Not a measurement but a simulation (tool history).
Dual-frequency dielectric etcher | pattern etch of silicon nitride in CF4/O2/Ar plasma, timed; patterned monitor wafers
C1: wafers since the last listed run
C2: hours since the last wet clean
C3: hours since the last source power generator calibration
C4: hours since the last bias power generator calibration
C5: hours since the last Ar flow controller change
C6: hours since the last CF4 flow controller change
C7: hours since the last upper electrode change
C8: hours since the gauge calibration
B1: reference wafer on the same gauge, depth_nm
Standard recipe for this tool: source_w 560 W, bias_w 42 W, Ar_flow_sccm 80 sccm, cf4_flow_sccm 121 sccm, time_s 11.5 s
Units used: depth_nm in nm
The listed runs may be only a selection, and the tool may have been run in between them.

{"run": 1, "hour": 0.0, "source_w": 560, "bias_w": 42, "Ar_flow_sccm": 80, "cf4_flow_sccm": 121, "time_s": 11.5, "C1": 0, "C2": 285.8, "C3": 2310.9, "C4": 2515.8, "C5": 3252.3, "C6": 1408.4, "C7": 6701.7, "C8": 140.1, "B1": 27.36, "depth_nm": 25.85}
{"run": 2, "hour": 15.3, "source_w": 560, "bias_w": 42, "Ar_flow_sccm": 80, "cf4_flow_sccm": 121, "time_s": 11.5, "C1": 348, "C2": 301.1, "C3": 2326.2, "C4": 2531.1, "C5": 3267.6, "C6": 1423.7, "C7": 6717.0, "C8": 155.4, "B1": 27.43, "depth_nm": 25.56}
{"run": 3, "hour": 23.8, "source_w": 560, "bias_w": 42, "Ar_flow_sccm": 80, "cf4_flow_sccm": 121, "time_s": 11.5, "C1": 193, "C2": 309.6, "C3": 2334.7, "C4": 2539.6, "C5": 3276.1, "C6": 1432.2, "C7": 6725.5, "C8": 163.9, "B1": 27.39, "depth_nm": 25.81}
{"run": 4, "hour": 37.4, "source_w": 650, "bias_w": 42, "Ar_flow_sccm": 80, "cf4_flow_sccm": 121, "time_s": 11.5, "C1": 310, "C2": 323.2, "C3": 2348.3, "C4": 2553.2, "C5": 3289.7, "C6": 1445.8, "C7": 6739.1, "C8": 177.5, "B1": 27.48, "depth_nm": 29.24}
{"hour": 61.0, "done": "source power generator calibrated"}
{"hour": 69.5, "done": "upper electrode replaced"}
{"hour": 79.5, "done": "Ar flow controller replaced"}
{"run": 5, "hour": 85.2, "source_w": 560, "bias_w": 37, "Ar_flow_sccm": 80, "cf4_flow_sccm": 148, "time_s": 11.5, "C1": 667, "C2": 371.0, "C3": 24.2, "C4": 2601.0, "C5": 5.7, "C6": 1493.6, "C7": 15.7, "C8": 225.3, "B1": 27.38, "depth_nm": 24.88}
{"hour": 100.7, "done": "CF4 flow controller replaced"}
{"hour": 103.4, "done": "bias power generator calibrated"}
{"run": 6, "hour": 103.9, "source_w": 560, "bias_w": 42, "Ar_flow_sccm": 72, "cf4_flow_sccm": 146, "time_s": 11.5, "C1": 228, "C2": 389.7, "C3": 42.9, "C4": 0.5, "C5": 24.4, "C6": 3.2, "C7": 34.4, "C8": 244.0, "B1": 27.36, "depth_nm": 26.52}
{"run": 7, "hour": 116.6, "source_w": 560, "bias_w": 42, "Ar_flow_sccm": 67, "cf4_flow_sccm": 121, "time_s": 11.5, "C1": 289, "C2": 402.4, "C3": 55.6, "C4": 13.2, "C5": 37.1, "C6": 15.9, "C7": 47.1, "C8": 256.7, "B1": 27.42, "depth_nm": 26.34}
{"run": 8, "hour": 122.8, "source_w": 450, "bias_w": 42, "Ar_flow_sccm": 80, "cf4_flow_sccm": 108, "time_s": 11.5, "C1": 141, "C2": 408.6, "C3": 61.8, "C4": 19.4, "C5": 43.3, "C6": 22.1, "C7": 53.3, "C8": 262.9, "B1": 27.4, "depth_nm": 21.64}
{"hour": 144.4, "done": "gauge calibrated"}
{"hour": 154.6, "done": "wet clean of the chamber"}
{"run": 9, "hour": 155.1, "source_w": 500, "bias_w": 37, "Ar_flow_sccm": 66, "cf4_flow_sccm": 96, "time_s": 11.5, "C1": 189, "C2": 0.5, "C3": 94.1, "C4": 51.7, "C5": 75.6, "C6": 54.4, "C7": 85.6, "C8": 10.7, "B1": 27.41, "depth_nm": 21.94}
{"run": 10, "hour": 155.5, "source_w": 610, "bias_w": 42, "Ar_flow_sccm": 80, "cf4_flow_sccm": 121, "time_s": 9.0, "C1": 9, "C2": 0.9, "C3": 94.5, "C4": 52.1, "C5": 76.0, "C6": 54.8, "C7": 86.0, "C8": 11.1, "B1": 27.38, "depth_nm": 20.8}
{"run": 11, "hour": 162.5, "source_w": 560, "bias_w": 42, "Ar_flow_sccm": 80, "cf4_flow_sccm": 121, "time_s": 9.0, "C1": 159, "C2": 7.9, "C3": 101.5, "C4": 59.1, "C5": 83.0, "C6": 61.8, "C7": 93.0, "C8": 18.1, "B1": 27.32, "depth_nm": 19.53}
{"run": 12, "hour": 170.9, "source_w": 560, "bias_w": 42, "Ar_flow_sccm": 80, "cf4_flow_sccm": 121, "time_s": 11.5, "C1": 191, "C2": 16.3, "C3": 109.9, "C4": 67.5, "C5": 91.4, "C6": 70.2, "C7": 101.4, "C8": 26.5, "B1": 27.43, "depth_nm": 25.14}
{"run": 13, "hour": 185.5, "source_w": 500, "bias_w": 50, "Ar_flow_sccm": 85, "cf4_flow_sccm": 110, "time_s": 11.5, "C1": 332, "C2": 30.9, "C3": 124.5, "C4": 82.1, "C5": 106.0, "C6": 84.8, "C7": 116.0, "C8": 41.1, "B1": 27.42, "depth_nm": 24.01}
{"run": 14, "hour": 215.0, "source_w": 470, "bias_w": 35, "Ar_flow_sccm": 80, "cf4_flow_sccm": 144, "time_s": 8.5, "C1": 672, "C2": 60.4, "C3": 154.0, "C4": 111.6, "C5": 135.5, "C6": 114.3, "C7": 145.5, "C8": 70.6, "B1": 27.4, "depth_nm": 15.44}
{"run": 15, "hour": 222.3, "source_w": 560, "bias_w": 51, "Ar_flow_sccm": 87, "cf4_flow_sccm": 121, "time_s": 14.5, "C1": 166, "C2": 67.7, "C3": 161.3, "C4": 118.9, "C5": 142.8, "C6": 121.6, "C7": 152.8, "C8": 77.9, "B1": 27.44, "depth_nm": 33.86}
{"run": 16, "hour": 229.8, "source_w": 560, "bias_w": 34, "Ar_flow_sccm": 97, "cf4_flow_sccm": 121, "time_s": 11.5, "C1": 170, "C2": 75.2, "C3": 168.8, "C4": 126.4, "C5": 150.3, "C6": 129.1, "C7": 160.3, "C8": 85.4, "B1": 27.38, "depth_nm": 23.05}
{"run": 17, "hour": 249.5, "source_w": 560, "bias_w": 50, "Ar_flow_sccm": 80, "cf4_flow_sccm": 146, "time_s": 10.5, "C1": 449, "C2": 94.9, "C3": 188.5, "C4": 146.1, "C5": 170.0, "C6": 148.8, "C7": 180.0, "C8": 105.1, "B1": 27.42, "depth_nm": 24.93}
{"run": 18, "hour": 264.0, "source_w": 680, "bias_w": 49, "Ar_flow_sccm": 80, "cf4_flow_sccm": 143, "time_s": 13.5, "C1": 330, "C2": 109.4, "C3": 203.0, "C4": 160.6, "C5": 184.5, "C6": 163.3, "C7": 194.5, "C8": 119.6, "B1": 27.43, "depth_nm": 36.69}
{"run": 19, "hour": 274.7, "source_w": 560, "bias_w": 42, "Ar_flow_sccm": 80, "cf4_flow_sccm": 121, "time_s": 11.5, "C1": 243, "C2": 120.1, "C3": 213.7, "C4": 171.3, "C5": 195.2, "C6": 174.0, "C7": 205.2, "C8": 130.3, "B1": 27.42, "depth_nm": 25.08}

Run 20, settings as shown, results not yet in. Your forecast:
{"run": 20, "hour": 281.5, "source_w": 560, "bias_w": 42, "Ar_flow_sccm": 80, "cf4_flow_sccm": 121, "time_s": 9.0, "C1": 155, "C2": 126.9, "C3": 220.5, "C4": 178.1, "C5": 202.0, "C6": 180.8, "C7": 212.0, "C8": 137.1, "B1": "?", "depth_nm": "?"}

{"run 20": {"B1": 27.41, "depth_nm": 19.7}}
With no hidden state in the tool, this same run would have given depth_nm 19.62 nm.

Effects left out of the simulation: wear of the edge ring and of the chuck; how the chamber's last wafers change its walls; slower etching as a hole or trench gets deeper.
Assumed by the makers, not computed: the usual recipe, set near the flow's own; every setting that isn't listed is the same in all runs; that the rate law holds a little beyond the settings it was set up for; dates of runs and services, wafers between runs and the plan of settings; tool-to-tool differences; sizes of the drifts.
